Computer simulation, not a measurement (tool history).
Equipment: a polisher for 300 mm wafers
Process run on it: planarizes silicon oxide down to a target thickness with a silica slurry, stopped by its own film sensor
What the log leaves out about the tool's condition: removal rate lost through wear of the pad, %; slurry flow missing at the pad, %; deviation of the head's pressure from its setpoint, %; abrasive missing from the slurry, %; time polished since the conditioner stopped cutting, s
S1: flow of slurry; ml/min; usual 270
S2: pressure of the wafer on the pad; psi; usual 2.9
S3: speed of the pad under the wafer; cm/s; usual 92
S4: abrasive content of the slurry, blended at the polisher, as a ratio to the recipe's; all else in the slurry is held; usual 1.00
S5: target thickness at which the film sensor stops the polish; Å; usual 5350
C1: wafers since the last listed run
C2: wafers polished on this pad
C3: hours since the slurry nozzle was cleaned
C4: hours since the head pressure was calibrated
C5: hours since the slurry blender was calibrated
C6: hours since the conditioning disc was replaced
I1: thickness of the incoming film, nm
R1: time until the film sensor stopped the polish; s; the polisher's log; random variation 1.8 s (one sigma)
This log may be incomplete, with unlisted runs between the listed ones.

run	hour	S1	S2	S3	S4	S5	C1	C2	C3	C4	C5	C6	I1	R1
1	0.0	270	2.9	92	1.00	5630	0	1716	55.9	261.5	242.8	582.9	794.2	171.7
# hour 29.5: worn pad replaced by a new one, repeated, since the last time left the tool worse
# hour 73.2: conditioning disc replaced and pad reconditioned
2	294.0	270	2.9	92	1.00	5070	1323	1206	349.9	555.5	536.8	220.8	814.4	193.1
# hour 313.1: slurry blender recalibrated
3	339.5	270	2.9	92	1.00	5350	199	1406	395.4	601.0	26.4	266.3	795.6	168.3
4	443.4	270	2.9	92	1.00	5350	477	1884	499.3	704.9	130.3	370.2	792.5	163.0
5	506.3	270	2.9	92	1.00	5350	289	2173	562.2	767.8	193.2	433.1	798.8	169.3
6	578.1	215	2.9	66	1.25	4880	330	2503	634.0	839.6	265.0	504.9	813.0	244.3
7	667.5	270	2.9	114	1.00	5350	410	2914	723.4	929.0	354.4	594.3	787.3	144.4
# hour 675.6: conditioning disc replaced and pad reconditioned
8	711.9	270	2.9	92	1.00	5350	194	3109	767.8	973.4	398.8	36.3	790.7	165.3
# hour 745.1: worn pad replaced by a new one
9	808.9	330	2.1	92	1.15	5620	427	293	864.8	1070.4	495.8	133.3	801.6	174.1
# hour 813.4: slurry nozzle cleaned
# hour 869.5: head pressure recalibrated
10	877.4	215	2.9	66	1.25	4880	301	594	64.0	7.9	564.3	201.8	799.2	230.3
11	914.9	270	2.9	124	1.00	5350	172	766	101.5	45.4	601.8	239.3	816.3	145.2
# hour 1029.4: slurry blender recalibrated
12	1203.3	270	2.0	92	1.00	5350	1316	2083	389.9	333.8	173.9	527.7	800.6	219.9
# hour 1219.1: conditioning disc replaced and pad reconditioned
13	1270.4	270	2.9	92	1.00	5350	299	2382	457.0	400.9	241.0	51.3	811.5	179.4
14	1316.7	270	3.4	92	1.00	5350	212	2595	503.3	447.2	287.3	97.6	802.8	151.9
# hour 1343.1: worn pad replaced by a new one
15	1374.8	270	2.9	92	1.00	5350	248	145	561.4	505.3	345.4	155.7	791.6	155.2
16	1435.7	220	3.2	76	1.00	5850	279	425	622.3	566.2	406.3	216.6	793.7	138.5
17	1487.7	360	3.2	68	1.00	5680	239	664	674.3	618.2	458.3	268.6	802.2	160.9
18	1569.9	350	2.9	92	1.00	5350	377	1042	756.5	700.4	540.5	350.8	809.4	168.4
# hour 1606.7: slurry nozzle cleaned
19	1614.0	270	2.9	92	1.00	4920	198	1240	7.3	744.5	584.6	394.9	812.8	206.9
20	1673.3	270	2.9	92	1.00	5350	272	1513	66.6	803.8	643.9	454.2	804.7	174.3
# hour 1742.2: slurry blender recalibrated
# hour 1811.9: head pressure recalibrated
# hour 1888.8: conditioning disc replaced and pad reconditioned
21	1889.8	270	2.9	92	1.00	5350	967	2481	283.1	77.9	147.6	1.0	794.6	164.1
22	1944.8	270	2.0	74	1.25	5880	252	2734	338.1	132.9	202.6	56.0	792.3	181.9
23	2000.0	270	2.9	92	1.00	4800	253	2987	393.3	188.1	257.8	111.2	792.4	203.9
# hour 2010.9: worn pad replaced by a new one
24	2104.1	270	2.9	112	1.00	5350	460	428	497.4	292.2	361.9	215.3	802.6	145.2

Consider 5 possible next runs. They are alternatives, not a sequence: every one starts from the tool as it was left by run 24. What does each give?
A	2104.6	270	2.9	92	1.00	4990	2	430	497.9	292.7	362.4	215.8	798.8	?
B	2104.6	355	2.9	104	1.25	5960	2	430	497.9	292.7	362.4	215.8	798.8	?
C	2104.6	270	2.9	108	1.00	5110	2	430	497.9	292.7	362.4	215.8	798.8	?
D	2104.6	270	2.4	72	1.25	5350	2	430	497.9	292.7	362.4	215.8	798.8	?
E	2104.6	270	2.9	104	1.00	5350	2	430	497.9	292.7	362.4	215.8	798.8	?

run	R1
A	183.5
B	104.1
C	158.8
D	200.7
E	149.2
The same runs, with their run-to-run variation unchanged, on a tool lacking any hidden condition would have given:
run	R1
A	178.3
B	101.2
C	154.4
D	195.1
E	145.0
